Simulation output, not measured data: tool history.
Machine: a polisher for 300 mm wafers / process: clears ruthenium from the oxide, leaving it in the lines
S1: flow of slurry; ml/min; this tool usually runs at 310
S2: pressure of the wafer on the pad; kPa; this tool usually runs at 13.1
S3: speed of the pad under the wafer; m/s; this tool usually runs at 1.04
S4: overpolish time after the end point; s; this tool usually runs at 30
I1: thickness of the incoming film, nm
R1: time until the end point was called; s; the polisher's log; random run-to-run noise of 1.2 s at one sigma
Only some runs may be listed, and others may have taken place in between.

Run 1, hour 0.0: usual settings but S4 44 s; I1 140.8. Result: R1 136.1 s.
Run 2, hour 16.3: usual settings but S4 44 s; I1 139.9. Result: R1 134.2 s.
Run 3, hour 29.7: usual settings but S4 44 s; I1 139.8. Result: R1 133.4 s.
At hour 38.7: worn pad replaced by a new one.
Run 4, hour 41.4: usual settings; I1 141.3. Result: R1 138.0 s.
Run 5, hour 56.0: usual settings; I1 138.2. Result: R1 136.0 s.
Run 6, hour 66.1: usual settings; I1 139.7. Result: R1 135.0 s.
Run 7, hour 77.0: usual settings; I1 140.3. Result: R1 135.1 s.
Run 8, hour 93.6: usual settings but S2 9.7 kPa, S3 1.18 m/s; I1 140.9. Result: R1 160.2 s.
Run 9, hour 146.3: usual settings but S2 9.7 kPa, S3 1.18 m/s; I1 141.9. Result: R1 161.8 s.
Run 10, hour 160.2: usual settings but S1 385 ml/min; I1 138.0. Result: R1 131.8 s.
At hour 172.7: head pressure recalibrated.
Run 11, hour 173.2: usual settings but S1 385 ml/min; I1 141.0. Result: R1 134.4 s.
Run 12, hour 181.6: usual settings but S1 385 ml/min; I1 140.2. Result: R1 135.7 s.
Run 13, hour 210.3: usual settings; I1 141.0. Result: R1 136.4 s.
At hour 213.6: slurry nozzle cleaned.
Run 14, hour 217.9: usual settings; I1 139.4. Result: R1 136.2 s.
Run 15, hour 230.2: usual settings; I1 142.6. Result: R1 137.9 s.
Run 16, hour 240.9: usual settings but S1 255 ml/min, S3 0.88 m/s; I1 141.4. Result: R1 154.0 s.
At hour 254.1: worn pad replaced by a new one.
Run 17, hour 276.5: usual settings; I1 138.9. Result: R1 134.6 s.
Run 18, hour 286.2: usual settings but S2 11.0 kPa, S3 1.24 m/s; I1 139.0. Result: R1 138.9 s.
Run 19, hour 297.9: usual settings but S2 9.7 kPa, S3 1.18 m/s; I1 139.4. Result: R1 156.2 s.
Run 20, hour 308.0: usual settings but S2 11.7 kPa, S3 0.76 m/s; I1 137.8. Result: R1 180.9 s.
Run 21, hour 317.2: usual settings but S3 0.72 m/s, S4 45 s; I1 138.8. Result: R1 171.1 s.
Run 22, hour 328.7: usual settings but S2 10.3 kPa; I1 141.4. Result: R1 168.7 s.
Run 23, hour 343.0: usual settings but S1 230 ml/min, S3 0.68 m/s, S4 42 s; I1 139.9. Result: R1 185.1 s.
Run 24, hour 357.7: usual settings but S2 11.0 kPa, S4 40 s; I1 141.9. Result: R1 156.7 s.
Run 25, hour 373.3: usual settings but S1 385 ml/min, S2 16.5 kPa, S3 1.36 m/s, S4 25 s; I1 139.3. Result: R1 90.5 s.
Run 26, hour 382.8: usual settings; I1 138.3. Result: R1 133.2 s.
Run 27, hour 401.8: usual settings but S2 11.0 kPa, S4 40 s; I1 139.4. Result: R1 155.4 s.
Run 28, hour 409.7: usual settings but S1 235 ml/min; I1 141.9. Result: R1 137.2 s.
Run 29, hour 422.0: usual settings but S2 15.2 kPa, S3 1.20 m/s, S4 22 s; I1 138.7. Result: R1 107.2 s.

What was the tool's hidden state at every run in the log?
removal rate lost through wear of the pad, %: 0 across all the runs
slurry flow missing at the pad, %: 0 across all the runs
deviation of the head's pressure from its setpoint, %: 0 across all the runs
